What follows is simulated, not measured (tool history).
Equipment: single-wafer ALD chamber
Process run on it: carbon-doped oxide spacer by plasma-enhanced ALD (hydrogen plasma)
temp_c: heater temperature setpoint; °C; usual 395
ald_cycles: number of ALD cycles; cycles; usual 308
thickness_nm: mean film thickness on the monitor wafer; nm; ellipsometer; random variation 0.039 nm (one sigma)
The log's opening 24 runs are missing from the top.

run	hour	temp_c	ald_cycles	read-back reference wafer on the same gauge, thickness_nm	thickness_nm
25	612.7	389	357	14.613	18
26	632.5	395	341	14.62	17.251
27	658.7	383	365	14.601	18.391
28	742.3	395	308	14.594	15.502
29	771.7	390	308	14.599	15.51
30	840.3	402	308	14.591	15.384
31	863.2	401	308	14.6	15.511
32	899.2	382	250	14.616	12.632
33	926.2	409	260	14.585	12.747
34	959.8	395	264	14.609	13.336
35	995.5	410	362	14.594	17.603

Consider 3 possible next runs. They are alternatives, not a sequence: every one starts from the tool as it was left by run 35. What does each give?
A	996.4	395	308	?	?
B	996.4	382	346	?	?
C	996.4	390	346	?	?

run	read-back reference wafer on the same gauge, thickness_nm	thickness_nm
A	14.6	15.541
B	14.6	17.459
C	14.6	17.459
Had the tool no hidden state, the same runs would have come out as:
run	thickness_nm
A	15.541
B	17.459
C	17.459

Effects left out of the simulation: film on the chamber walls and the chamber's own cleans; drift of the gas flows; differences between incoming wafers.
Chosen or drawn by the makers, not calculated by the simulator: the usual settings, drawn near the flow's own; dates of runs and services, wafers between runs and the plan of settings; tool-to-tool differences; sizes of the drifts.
